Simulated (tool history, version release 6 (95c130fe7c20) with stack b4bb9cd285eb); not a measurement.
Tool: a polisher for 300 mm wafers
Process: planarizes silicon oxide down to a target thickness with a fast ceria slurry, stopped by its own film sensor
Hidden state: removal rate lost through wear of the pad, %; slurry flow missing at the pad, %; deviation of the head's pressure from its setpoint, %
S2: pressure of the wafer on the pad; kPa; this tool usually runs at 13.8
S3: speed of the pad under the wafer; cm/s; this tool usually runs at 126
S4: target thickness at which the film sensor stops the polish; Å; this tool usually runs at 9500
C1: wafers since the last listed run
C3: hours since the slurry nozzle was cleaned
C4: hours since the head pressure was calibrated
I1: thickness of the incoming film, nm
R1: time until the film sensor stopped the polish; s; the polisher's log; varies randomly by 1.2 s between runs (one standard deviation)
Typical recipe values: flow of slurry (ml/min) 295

run 1 day=0 | flow_of_slurry_(ml/min)=295 S2=13.8 S3=136 S4=9500 | C1=0 wafers_polished_on_this_pad=249 C3=659.4 C4=1166.5 | I1=2544.7 | R1=103
run 2 day=0.708 | flow_of_slurry_(ml/min)=295 S2=13.8 S3=136 S4=9500 | C1=157 wafers_polished_on_this_pad=406 C3=676.4 C4=1183.5 | I1=2514.4 | R1=101
run 3 day=1.383 | flow_of_slurry_(ml/min)=295 S2=13.8 S3=136 S4=9500 | C1=149 wafers_polished_on_this_pad=556 C3=692.6 C4=1199.7 | I1=2550.7 | R1=106.4
run 4 day=1.783 | flow_of_slurry_(ml/min)=295 S2=13.8 S3=126 S4=9500 | C1=88 wafers_polished_on_this_pad=645 C3=702.2 C4=1209.3 | I1=2532.9 | R1=114.7
run 5 day=2.133 | flow_of_slurry_(ml/min)=295 S2=13.8 S3=126 S4=9500 | C1=77 wafers_polished_on_this_pad=723 C3=710.6 C4=1217.7 | I1=2555.3 | R1=119.7
run 6 day=2.608 | flow_of_slurry_(ml/min)=295 S2=13.8 S3=126 S4=9500 | C1=105 wafers_polished_on_this_pad=828 C3=722 C4=1229.1 | I1=2526.1 | R1=115.8
run 7 day=3.217 | flow_of_slurry_(ml/min)=295 S2=17.2 S3=126 S4=9500 | C1=135 wafers_polished_on_this_pad=963 C3=736.6 C4=1243.7 | I1=2475.1 | R1=94.7
run 8 day=3.783 | flow_of_slurry_(ml/min)=295 S2=17.2 S3=126 S4=9500 | C1=125 wafers_polished_on_this_pad=1089 C3=750.2 C4=1257.3 | I1=2536.6 | R1=100.4
-- day=4.125 worn pad replaced by a new one, of another model than before
run 9 day=4.433 | flow_of_slurry_(ml/min)=295 S2=17.2 S3=126 S4=9500 | C1=107 wafers_polished_on_this_pad=68 C3=765.8 C4=1272.9 | I1=2527.2 | R1=93.6
-- day=6.217 head pressure recalibrated
run 10 day=6.662 | flow_of_slurry_(ml/min)=295 S2=13.8 S3=126 S4=12930 | C1=476 wafers_polished_on_this_pad=544 C3=819.3 C4=10.7 | I1=2547.3 | R1=86.2
-- day=8.717 slurry nozzle cleaned
-- day=8.721 worn pad replaced by a new one
run 11 day=8.758 | flow_of_slurry_(ml/min)=295 S2=13.8 S3=126 S4=12930 | C1=455 wafers_polished_on_this_pad=8 C3=1 C4=61 | I1=2490.2 | R1=79.6
run 12 day=9.1 | flow_of_slurry_(ml/min)=295 S2=13.8 S3=126 S4=12930 | C1=75 wafers_polished_on_this_pad=84 C3=9.2 C4=69.2 | I1=2523.1 | R1=83.1
run 13 day=9.733 | flow_of_slurry_(ml/min)=345 S2=13.8 S3=126 S4=12100 | C1=140 wafers_polished_on_this_pad=224 C3=24.4 C4=84.4 | I1=2538.9 | R1=89.6
run 14 day=10.254 | flow_of_slurry_(ml/min)=295 S2=13.8 S3=126 S4=5760 | C1=115 wafers_polished_on_this_pad=340 C3=36.9 C4=96.9 | I1=2506.1 | R1=132
run 15 day=10.642 | flow_of_slurry_(ml/min)=295 S2=13.8 S3=126 S4=5760 | C1=86 wafers_polished_on_this_pad=426 C3=46.2 C4=106.2 | I1=2550.6 | R1=135.8
run 16 day=11.246 | flow_of_slurry_(ml/min)=295 S2=13.8 S3=126 S4=5760 | C1=134 wafers_polished_on_this_pad=560 C3=60.7 C4=120.7 | I1=2531.5 | R1=135.4
run 17 day=11.521 | flow_of_slurry_(ml/min)=295 S2=13.8 S3=126 S4=9500 | C1=61 wafers_polished_on_this_pad=621 C3=67.3 C4=127.3 | I1=2482.1 | R1=106.6
run 18 day=12.004 | flow_of_slurry_(ml/min)=295 S2=13.8 S3=126 S4=9500 | C1=107 wafers_polished_on_this_pad=729 C3=78.9 C4=138.9 | I1=2508.5 | R1=112
run 19 day=12.412 | flow_of_slurry_(ml/min)=295 S2=10.3 S3=126 S4=9500 | C1=90 wafers_polished_on_this_pad=819 C3=88.7 C4=148.7 | I1=2497.4 | R1=130.9
run 20 day=12.958 | flow_of_slurry_(ml/min)=295 S2=10.3 S3=148 S4=4100 | C1=121 wafers_polished_on_this_pad=941 C3=101.8 C4=161.8 | I1=2504.2 | R1=167.4
run 21 day=13.238 | flow_of_slurry_(ml/min)=295 S2=13.8 S3=126 S4=9500 | C1=62 wafers_polished_on_this_pad=1003 C3=108.5 C4=168.5 | I1=2522.4 | R1=121.2
-- day=13.8 worn pad replaced by a new one
run 22 day=13.821 | flow_of_slurry_(ml/min)=295 S2=13.8 S3=126 S4=9500 | C1=92 wafers_polished_on_this_pad=5 C3=122.5 C4=182.5 | I1=2538.1 | R1=105.8
run 23 day=14.075 | flow_of_slurry_(ml/min)=295 S2=18.6 S3=126 S4=9500 | C1=56 wafers_polished_on_this_pad=61 C3=128.6 C4=188.6 | I1=2511 | R1=88.3
run 24 day=14.754 | flow_of_slurry_(ml/min)=295 S2=10.3 S3=84 S4=6570 | C1=150 wafers_polished_on_this_pad=212 C3=144.9 C4=204.9 | I1=2491 | R1=187.4
run 25 day=15.417 | flow_of_slurry_(ml/min)=340 S2=13.8 S3=126 S4=9500 | C1=147 wafers_polished_on_this_pad=359 C3=160.8 C4=220.8 | I1=2480.9 | R1=102.4
run 26 day=16.154 | flow_of_slurry_(ml/min)=295 S2=11 S3=126 S4=9500 | C1=163 wafers_polished_on_this_pad=523 C3=178.5 C4=238.5 | I1=2523.4 | R1=125.7
run 27 day=16.704 | flow_of_slurry_(ml/min)=245 S2=13.8 S3=170 S4=13500 | C1=122 wafers_polished_on_this_pad=645 C3=191.7 C4=251.7 | I1=2517.4 | R1=67.4
run 28 day=17.217 | flow_of_slurry_(ml/min)=320 S2=10.3 S3=126 S4=9500 | C1=113 wafers_polished_on_this_pad=759 C3=204 C4=264 | I1=2511.7 | R1=131
run 29 day=17.517 | flow_of_slurry_(ml/min)=295 S2=13.8 S3=126 S4=9500 | C1=66 wafers_polished_on_this_pad=825 C3=211.2 C4=271.2 | I1=2528.5 | R1=117.7
-- day=17.879 worn pad replaced by a new one
run 30 day=18.058 | flow_of_slurry_(ml/min)=295 S2=13.8 S3=90 S4=12490 | C1=83 wafers_polished_on_this_pad=40 C3=224.2 C4=284.2 | I1=2557.6 | R1=109.4
run 31 day=18.354 | flow_of_slurry_(ml/min)=245 S2=15.2 S3=106 S4=9500 | C1=65 wafers_polished_on_this_pad=105 C3=231.3 C4=291.3 | I1=2551.2 | R1=115.4
run 32 day=18.896 | flow_of_slurry_(ml/min)=295 S2=13.8 S3=126 S4=9500 | C1=120 wafers_polished_on_this_pad=226 C3=244.3 C4=304.3 | I1=2517.6 | R1=109
run 33 day=19.579 | flow_of_slurry_(ml/min)=295 S2=15.2 S3=146 S4=9500 | C1=151 wafers_polished_on_this_pad=377 C3=260.7 C4=320.7 | I1=2495 | R1=89.4
run 34 day=19.925 | flow_of_slurry_(ml/min)=295 S2=13.8 S3=126 S4=9500 | C1=76 wafers_polished_on_this_pad=454 C3=269 C4=329 | I1=2509.9 | R1=108.1
run 35 day=20.425 | flow_of_slurry_(ml/min)=295 S2=13.8 S3=126 S4=9500 | C1=111 wafers_polished_on_this_pad=565 C3=281 C4=341 | I1=2514.7 | R1=111.8

Predict each of these 3 candidate next runs independently; none follows another, all start after run 35:
run A day=20.446 | flow_of_slurry_(ml/min)=295 S2=13.8 S3=126 S4=9500 | C1=4 wafers_polished_on_this_pad=570 C3=281.5 C4=341.5 | I1=2547.7 | R1=?
run B day=20.446 | flow_of_slurry_(ml/min)=375 S2=9.7 S3=94 S4=11890 | C1=4 wafers_polished_on_this_pad=570 C3=281.5 C4=341.5 | I1=2547.7 | R1=?
run C day=20.446 | flow_of_slurry_(ml/min)=250 S2=12.4 S3=100 S4=9500 | C1=4 wafers_polished_on_this_pad=570 C3=281.5 C4=341.5 | I1=2547.7 | R1=?

run=A R1=112.4
run=B R1=138.4
run=C R1=139.6
Without the tool's unlogged condition, the same runs would have read:
run=A R1=106.1
run=B R1=130.7
run=C R1=131.8
